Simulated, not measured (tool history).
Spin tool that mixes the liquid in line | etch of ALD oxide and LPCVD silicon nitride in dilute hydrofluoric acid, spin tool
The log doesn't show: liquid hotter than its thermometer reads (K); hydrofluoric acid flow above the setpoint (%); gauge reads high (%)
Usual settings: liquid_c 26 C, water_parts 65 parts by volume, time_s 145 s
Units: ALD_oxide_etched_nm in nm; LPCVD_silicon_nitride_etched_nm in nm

run     day  liquid_c  water_parts  time_s  wafers since the last listed run  hours since the thermometer was replaced  hours since the hydrofluoric acid flow meter was replaced  hours since the gauge calibration  read-back film thickness of the ALD oxide reference wafer, read on the same gauge (nm)  read-back film thickness of the LPCVD silicon nitride reference wafer, read on the same gauge (nm)  ALD_oxide_etched_nm  LPCVD_silicon_nitride_etched_nm
  1       0        26           65     145                                 0                                    2059.3                                                     1733.7                              204.5                                                                                      80                                                                                             130.007                53.89                            1.894
  2   0.542        26           50     145                               112                                    2072.3                                                     1746.7                              217.5                                                                                   80.05                                                                                             130.014                71.35                            2.517
  3   0.975        26           65     170                                89                                    2082.7                                                     1757.1                              227.9                                                                                   79.99                                                                                             130.001                63.16                            2.239
  4   1.404      28.5           55     145                                89                                      2093                                                     1767.4                              238.2                                                                                   79.99                                                                                             129.991                71.24                            2.631
  5     1.9        26           65     145                               102                                    2104.9                                                     1779.3                              250.1                                                                                   80.01                                                                                             129.985                54.01                            1.951
  6   2.292        26           65     145                                81                                    2114.3                                                     1788.7                              259.5                                                                                   80.03                                                                                             129.995                54.14                            1.891
  7   2.733        26           65     145                                91                                    2124.9                                                     1799.3                              270.1                                                                                   80.03                                                                                             129.968                54.14                            1.899
      2.954  -- hydrofluoric acid flow meter replaced
  8   3.062        26           65     145                                59                                    2132.8                                                        2.6                                278                                                                                   80.01                                                                                             129.983                48.17                            1.734
  9   3.525        26           65     145                                96                                    2143.9                                                       13.7                              289.1                                                                                   79.97                                                                                             130.005                48.21                            1.713
 10   3.842        26           65     145                                65                                    2151.5                                                       21.3                              296.7                                                                                      80                                                                                             129.998                48.37                            1.736
 11   4.175        26           65     110                                69                                    2159.5                                                       29.3                              304.7                                                                                   80.03                                                                                             130.013                36.72                            1.302
 12   4.708        26           65     210                               110                                    2172.3                                                       42.1                              317.5                                                                                   79.95                                                                                             130.021                70.54                             2.52
 13   5.454        26           65     145                               154                                    2190.2                                                         60                              335.4                                                                                   80.01                                                                                             130.026                48.99                             1.76
 14     5.9        23           85     185                                92                                    2200.9                                                       70.7                              346.1                                                                                   79.98                                                                                             129.989                41.15                            1.385
 15   6.588        26           80     145                               142                                    2217.4                                                       87.2                              362.6                                                                                      80                                                                                             129.987                39.09                            1.408
       6.95  -- gauge calibrated
 16   7.196      22.5           80     185                               126                                      2232                                                      101.8                                5.9                                                                                   79.98                                                                                             130.003                43.04                             1.46
 17   7.754      24.5           85     170                               115                                    2245.4                                                      115.2                               19.3                                                                                   80.03                                                                                             129.995                40.22                            1.475
 18   8.471        26           95     145                               148                                    2262.6                                                      132.4                               36.5                                                                                      80                                                                                             129.992                32.12                             1.21
      8.629  -- thermometer replaced
 19   8.912        26           65     175                                83                                       6.8                                                        143                               47.1                                                                                   80.02                                                                                             129.995                53.47                            1.783
 20   9.442        26           65     145                               109                                      19.5                                                      155.7                               59.8                                                                                   80.05                                                                                             129.991                44.65                            1.496
 21  10.046        26           40     145                               125                                        34                                                      170.2                               74.3                                                                                   79.98                                                                                             130.001                   75                            2.417
 22  10.371        22           65     145                                67                                      41.8                                                        178                               82.1                                                                                   79.98                                                                                             129.977                37.87                            1.169
 23  11.121        21           35      85                               155                                      59.8                                                        196                              100.1                                                                                   80.02                                                                                             130.013                41.34                            1.144
 24  11.633        26           65     145                               106                                      72.1                                                      208.3                              112.4                                                                                      80                                                                                             129.985                44.75                            1.563
 25  12.096        26           65     145                                96                                      83.2                                                      219.4                              123.5                                                                                   80.02                                                                                                 130                44.83                            1.551
 26  12.421        29           65     120                                67                                        91                                                      227.2                              131.3                                                                                   79.94                                                                                             129.992                41.85                            1.514

4 ways to go on from here, each from the tool as it stands after run 26. What would each give?
  A  12.442        26           65     145                                 4                                      91.5                                                      227.7                              131.8                                                                                       ?                                                                                                   ?                    ?                                ?
  B  12.442      27.5           50     120                                 4                                      91.5                                                      227.7                              131.8                                                                                       ?                                                                                                   ?                    ?                                ?
  C  12.442        23           65     180                                 4                                      91.5                                                      227.7                              131.8                                                                                       ?                                                                                                   ?                    ?                                ?
  D  12.442      22.5           95     110                                 4                                      91.5                                                      227.7                              131.8                                                                                       ?                                                                                                   ?                    ?                                ?

run  read-back film thickness of the ALD oxide reference wafer, read on the same gauge (nm)  read-back film thickness of the LPCVD silicon nitride reference wafer, read on the same gauge (nm)  ALD_oxide_etched_nm  LPCVD_silicon_nitride_etched_nm
  A                                                                                   80.01                                                                                              130.03                44.87                            1.515
  B                                                                                   80.01                                                                                              130.03                52.33                            1.792
  C                                                                                   80.01                                                                                              130.03                49.33                             1.54
  D                                                                                   80.01                                                                                              130.03                19.49                            0.627
Without the tool's hidden state the same runs would have given:
run  ALD_oxide_etched_nm  LPCVD_silicon_nitride_etched_nm
  A                 43.6                            1.467
  B                50.87                            1.736
  C                47.93                            1.491
  D                18.93                            0.607
